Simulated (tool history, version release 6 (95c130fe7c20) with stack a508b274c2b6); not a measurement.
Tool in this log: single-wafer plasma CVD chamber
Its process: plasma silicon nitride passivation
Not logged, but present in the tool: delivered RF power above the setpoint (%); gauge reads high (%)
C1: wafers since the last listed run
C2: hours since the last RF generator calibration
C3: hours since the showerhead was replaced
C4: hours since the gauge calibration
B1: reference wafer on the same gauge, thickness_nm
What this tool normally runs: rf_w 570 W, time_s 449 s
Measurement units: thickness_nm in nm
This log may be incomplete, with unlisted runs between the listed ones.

{"run": 1, "day": 0.0, "rf_w": 480, "time_s": 449, "C1": 0, "C2": 1060, "C3": 2413.9, "C4": 115.9, "B1": 801.778, "thickness_nm": 677.547}
{"run": 2, "day": 0.662, "rf_w": 570, "time_s": 412, "C1": 76, "C2": 1075.9, "C3": 2429.8, "C4": 131.8, "B1": 801.843, "thickness_nm": 659.704}
{"run": 3, "day": 0.95, "rf_w": 570, "time_s": 412, "C1": 33, "C2": 1082.8, "C3": 2436.7, "C4": 138.7, "B1": 801.311, "thickness_nm": 658.38}
{"run": 4, "day": 1.671, "rf_w": 570, "time_s": 412, "C1": 83, "C2": 1100.1, "C3": 2454, "C4": 156, "B1": 801.848, "thickness_nm": 660.93}
{"run": 5, "day": 2.317, "rf_w": 570, "time_s": 449, "C1": 74, "C2": 1115.6, "C3": 2469.5, "C4": 171.5, "B1": 802.246, "thickness_nm": 718.538}
{"day": 2.804, "done": "gauge calibrated"}
{"run": 6, "day": 2.825, "rf_w": 570, "time_s": 449, "C1": 58, "C2": 1127.8, "C3": 2481.7, "C4": 0.5, "B1": 801.657, "thickness_nm": 716.692}
{"run": 7, "day": 3.288, "rf_w": 570, "time_s": 384, "C1": 53, "C2": 1138.9, "C3": 2492.8, "C4": 11.6, "B1": 802.153, "thickness_nm": 613.848}
{"run": 8, "day": 3.683, "rf_w": 570, "time_s": 534, "C1": 45, "C2": 1148.4, "C3": 2502.3, "C4": 21.1, "B1": 801.567, "thickness_nm": 853.051}
{"day": 4.212, "done": "RF generator calibrated"}
{"run": 9, "day": 4.233, "rf_w": 625, "time_s": 397, "C1": 25, "C2": 0.5, "C3": 2515.5, "C4": 34.3, "B1": 802.383, "thickness_nm": 674.714}
{"run": 10, "day": 4.775, "rf_w": 490, "time_s": 524, "C1": 62, "C2": 13.5, "C3": 2528.5, "C4": 47.3, "B1": 801.713, "thickness_nm": 815.26}
{"run": 11, "day": 5.117, "rf_w": 605, "time_s": 495, "C1": 39, "C2": 21.7, "C3": 2536.7, "C4": 55.5, "B1": 801.491, "thickness_nm": 830.59}
{"day": 5.688, "done": "showerhead replaced"}
{"run": 12, "day": 5.708, "rf_w": 635, "time_s": 508, "C1": 29, "C2": 35.9, "C3": 0.5, "C4": 69.7, "B1": 801.962, "thickness_nm": 864.39}
{"run": 13, "day": 5.946, "rf_w": 520, "time_s": 449, "C1": 27, "C2": 41.6, "C3": 6.2, "C4": 75.4, "B1": 802.463, "thickness_nm": 713.928}
{"run": 14, "day": 7.421, "rf_w": 625, "time_s": 397, "C1": 170, "C2": 77, "C3": 41.6, "C4": 110.8, "B1": 802.661, "thickness_nm": 672.135}
{"run": 15, "day": 7.962, "rf_w": 660, "time_s": 520, "C1": 62, "C2": 90, "C3": 54.6, "C4": 123.8, "B1": 802.125, "thickness_nm": 895.7}

What if the next run were any one of these 4? Each begins from the tool's condition after run 15:
{"run": "A", "day": 7.983, "rf_w": 570, "time_s": 511, "C1": 2, "C2": 90.5, "C3": 55.1, "C4": 124.3, "B1": "?", "thickness_nm": "?"}
{"run": "B", "day": 7.983, "rf_w": 530, "time_s": 366, "C1": 2, "C2": 90.5, "C3": 55.1, "C4": 124.3, "B1": "?", "thickness_nm": "?"}
{"run": "C", "day": 7.983, "rf_w": 680, "time_s": 529, "C1": 2, "C2": 90.5, "C3": 55.1, "C4": 124.3, "B1": "?", "thickness_nm": "?"}
{"run": "D", "day": 7.983, "rf_w": 635, "time_s": 449, "C1": 2, "C2": 90.5, "C3": 55.1, "C4": 124.3, "B1": "?", "thickness_nm": "?"}

run=A B1=801.641 thickness_nm=835.235
run=B B1=801.641 thickness_nm=583.07
run=C B1=801.641 thickness_nm=919.049
run=D B1=801.641 thickness_nm=761.961
Had the tool no hidden state, the same runs would have come out as:
run=A thickness_nm=844.397
run=B thickness_nm=589.466
run=C thickness_nm=929.13
run=D thickness_nm=770.319
